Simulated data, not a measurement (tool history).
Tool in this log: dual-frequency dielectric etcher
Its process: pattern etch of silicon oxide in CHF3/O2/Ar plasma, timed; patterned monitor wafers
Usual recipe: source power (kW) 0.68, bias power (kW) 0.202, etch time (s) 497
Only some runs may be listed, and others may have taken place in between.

run     day  source power (kW)  bias power (kW)  etch time (s)  wafers since the last listed run  hours since the last wet clean  hours since the last source power generator calibration  hours since the last bias power generator calibration  hours since the last upper electrode change  hours since the gauge calibration  read-back reference wafer on the same gauge, depth_nm  mean etch depth across the wafer (angstrom)
  1       0               0.68             0.17            497                                 0                           533.6                                                    321.4                                                 3568.7                                         1567                             1506.5                                                  979.6                                         9288
  2   1.862               0.68            0.202            497                               204                           578.3                                                    366.1                                                 3613.4                                       1611.7                             1551.2                                                  980.7                                         9840
      4.667  -- wet clean of the chamber
  3   5.283               0.68            0.202            497                               265                            14.8                                                    448.2                                                 3695.5                                       1693.8                             1633.3                                                  980.5                                        10254
  4   8.612               0.61            0.227            497                               365                            94.7                                                    528.1                                                 3775.4                                       1773.7                             1713.2                                                  982.2                                        10194
  5   11.05               0.61            0.227            497                               267                           153.2                                                    586.6                                                 3833.9                                       1832.2                             1771.7                                                  982.1                                        10364
  6  15.429               0.68            0.202            497                               480                           258.3                                                    691.7                                                   3939                                       1937.3                             1876.8                                                  980.5                                        10010
  7  17.642               0.68            0.202            497                               242                           311.4                                                    744.8                                                 3992.1                                       1990.4                             1929.9                                                    980                                        10038
  8    21.7               0.68            0.202            497                               445                           408.8                                                    842.2                                                 4089.5                                       2087.8                             2027.3                                                  978.8                                        10014
  9  25.383               0.68            0.202            537                               404                           497.2                                                    930.6                                                 4177.9                                       2176.2                             2115.7                                                  980.8                                        10835
     27.358  -- bias power generator calibrated
 10  29.838               0.57             0.17            497                               470                           604.1                                                   1037.5                                                   59.5                                       2283.1                             2222.6                                                  980.6                                         8975
 11  31.792               0.57             0.17            497                               214                             651                                                   1084.4                                                  106.4                                         2330                             2269.5                                                  981.7                                         8848
     34.021  -- wet clean of the chamber
 12  34.429               0.57             0.17            497                               179                             9.8                                                   1147.7                                                  169.7                                       2393.3                             2332.8                                                  980.5                                         9391
 13  37.467               0.51            0.202            590                               333                            82.7                                                   1220.6                                                  242.6                                       2466.2                             2405.7                                                  979.3                                        11420
 14  40.488               0.76            0.202            497                               331                           155.2                                                   1293.1                                                  315.1                                       2538.7                             2478.2                                                  980.4                                        10507
 15  44.029               0.68            0.202            497                               388                           240.2                                                   1378.1                                                  400.1                                       2623.7                             2563.2                                                  979.4                                        10102
 16  48.354               0.81            0.202            447                               474                             344                                                   1481.9                                                  503.9                                       2727.5                               2667                                                  980.7                                         9633
     50.292  -- upper electrode replaced
 17  51.175               0.68            0.174          590.5                               199                           411.7                                                   1549.6                                                  571.6                                         21.2                             2734.7                                                  979.1                                        11359
 18  53.158               0.59            0.216          572.5                               217                           459.3                                                   1597.2                                                  619.2                                         68.8                             2782.3                                                  980.9                                        11289
 19  55.146               0.68            0.202            497                               218                             507                                                   1644.9                                                  666.9                                        116.5                               2830                                                  981.2                                        10040
     56.242  -- source power generator calibrated
 20  57.208               0.68            0.202            497                               208                           556.5                                                     23.2                                                  716.4                                          166                             2879.5                                                  980.2                                         9908
     57.738  -- gauge calibrated
     60.483  -- wet clean of the chamber
 21    60.7               0.63            0.202            497                               273                             5.2                                                      107                                                  800.2                                        249.8                               71.1                                                  979.5                                         9967
 22    64.4               0.82            0.202            383                               406                              94                                                    195.8                                                    889                                        338.6                              159.9                                                  978.8                                         8177
 23  67.612               0.59            0.186            631                               352                           171.1                                                    272.9                                                  966.1                                        415.7                                237                                                  979.7                                        12107
 24  69.775               0.68            0.202            497                               237                             223                                                    324.8                                                   1018                                        467.6                              288.9                                                  981.1                                         9982
 25  73.112               0.81            0.239          562.5                               366                           303.1                                                    404.9                                                 1098.1                                        547.7                                369                                                  980.2                                        12418
 26    76.2               0.68            0.158            497                               339                           377.2                                                      479                                                 1172.2                                        621.8                              443.1                                                  980.4                                         9263
 27  78.742                0.6            0.221            397                               279                           438.2                                                      540                                                 1233.2                                        682.8                              504.1                                                  979.4                                         7905
 28  80.579               0.84            0.202            579                               201                           482.3                                                    584.1                                                 1277.3                                        726.9                              548.2                                                  980.4                                        12216
     82.412  -- wet clean of the chamber
 29  84.433               0.68            0.202            497                               313                            48.5                                                    676.6                                                 1369.8                                        819.4                              640.7                                                  981.2                                        10353
 30  87.733               0.56            0.202            497                               362                           127.7                                                    755.8                                                   1449                                        898.6                              719.9                                                    980                                         9776

Here are 3 independent what-if runs from the current tool condition. What would each one return?
  A  87.758               0.68            0.202            497                                 2                           128.3                                                    756.4                                                 1449.6                                        899.2                              720.5                                                      ?                                            ?
  B  87.758               0.79            0.202          630.5                                 2                           128.3                                                    756.4                                                 1449.6                                        899.2                              720.5                                                      ?                                            ?
  C  87.758               0.63             0.24            497                                 2                           128.3                                                    756.4                                                 1449.6                                        899.2                              720.5                                                      ?                                            ?

run  read-back reference wafer on the same gauge, depth_nm  mean etch depth across the wafer (angstrom)
  A                                                  981.1                                        10126
  B                                                  981.1                                        13352
  C                                                  981.1                                        10498
Without the tool's unlogged condition, the same runs would have read:
run  mean etch depth across the wafer (angstrom)
  A                                        10228
  B                                        13487
  C                                        10604
